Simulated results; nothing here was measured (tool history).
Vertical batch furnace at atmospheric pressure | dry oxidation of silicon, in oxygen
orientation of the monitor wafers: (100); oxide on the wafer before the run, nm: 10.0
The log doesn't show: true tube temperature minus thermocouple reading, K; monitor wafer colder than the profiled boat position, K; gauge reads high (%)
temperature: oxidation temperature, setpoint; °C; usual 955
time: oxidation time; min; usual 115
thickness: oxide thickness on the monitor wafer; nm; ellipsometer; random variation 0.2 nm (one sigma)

run	hour	temperature	time	wafers since the last listed run	hours since the last temperature calibration	hours since the boat lift was adjusted	hours since the gauge calibration	read-back reference wafer on the same gauge, thickness	thickness
1	0	962	84.5	0	2117.3	2878	419	58.53	51.49
2	25.7	962	84.5	255	2143	2903.7	444.7	58.54	51.59
3	76.6	973	115	505	2193.9	2954.6	495.6	58.47	67.91
4	109.2	966	130.5	323	2226.5	2987.2	528.2	58.49	70.43
5	169.9	966	130.5	602	2287.2	3047.9	588.9	58.52	70.49
6	206.2	955	130	360	2323.5	3084.2	625.2	58.51	64.42
7	246.4	955	130	398	2363.7	3124.4	665.4	58.5	64.25
8	280	955	130	333	2397.3	3158	699	58.51	64.48
9	340.6	969	115	601	2457.9	3218.6	759.6	58.49	66.71
10	393.7	965	115	526	2511	3271.7	812.7	58.53	64.36
11	549.8	965	115	1549	2667.1	3427.8	968.8	58.49	64.22
12	578.3	955	115	282	2695.6	3456.3	997.3	58.49	59.33
13	637.9	950	115	591	2755.2	3515.9	1056.9	58.5	56.53
14	689.3	950	115	510	2806.6	3567.3	1108.3	58.53	56.55
# hour 731.8: boat lift adjusted
15	742.3	944	75.5	287	2859.6	10.5	1161.3	58.49	42.71
16	796.3	967	147	535	2913.6	64.5	1215.3	58.5	79.05
17	822.3	955	63	258	2939.6	90.5	1241.3	58.51	42.21
18	879.7	966	115	569	2997	147.9	1298.7	58.49	66.23
19	937.7	955	130	575	3055	205.9	1356.7	58.5	66.57
20	1004.4	955	115	661	3121.7	272.6	1423.4	58.49	60.51
# hour 1039.9: thermocouples replaced and temperature profile calibrated
21	1060.6	945	67.5	319	20.7	328.8	1479.6	58.47	39.61
22	1087.3	971	97	264	47.4	355.5	1506.3	58.51	61.41
23	1128.8	955	97	411	88.9	397	1547.8	58.49	54.04
# hour 1140: gauge calibrated
24	1163	955	115	339	123.1	431.2	23	58.49	60.76
25	1227	939	132.5	635	187.1	495.2	87	58.5	57.3
26	1279.7	955	115	522	239.8	547.9	139.7	58.49	60.43
27	1313.1	944	77.5	331	273.2	581.3	173.1	58.51	42.77
28	1373.8	955	169	602	333.9	642	233.8	58.49	78.24
29	1427.7	970	115	534	387.8	695.9	287.7	58.53	68.05

Forecast each of these 3 alternatives for the next run:
A	1434	955	76.5	62	394.1	702.2	294	?	?
B	1434	945	142.5	62	394.1	702.2	294	?	?
C	1434	967	152	62	394.1	702.2	294	?	?

run	read-back reference wafer on the same gauge, thickness	thickness
A	58.53	46.49
B	58.53	63.45
C	58.53	79.99
Without the tool's hidden state the same runs would have given:
run	thickness
A	47.24
B	64.59
C	81.07
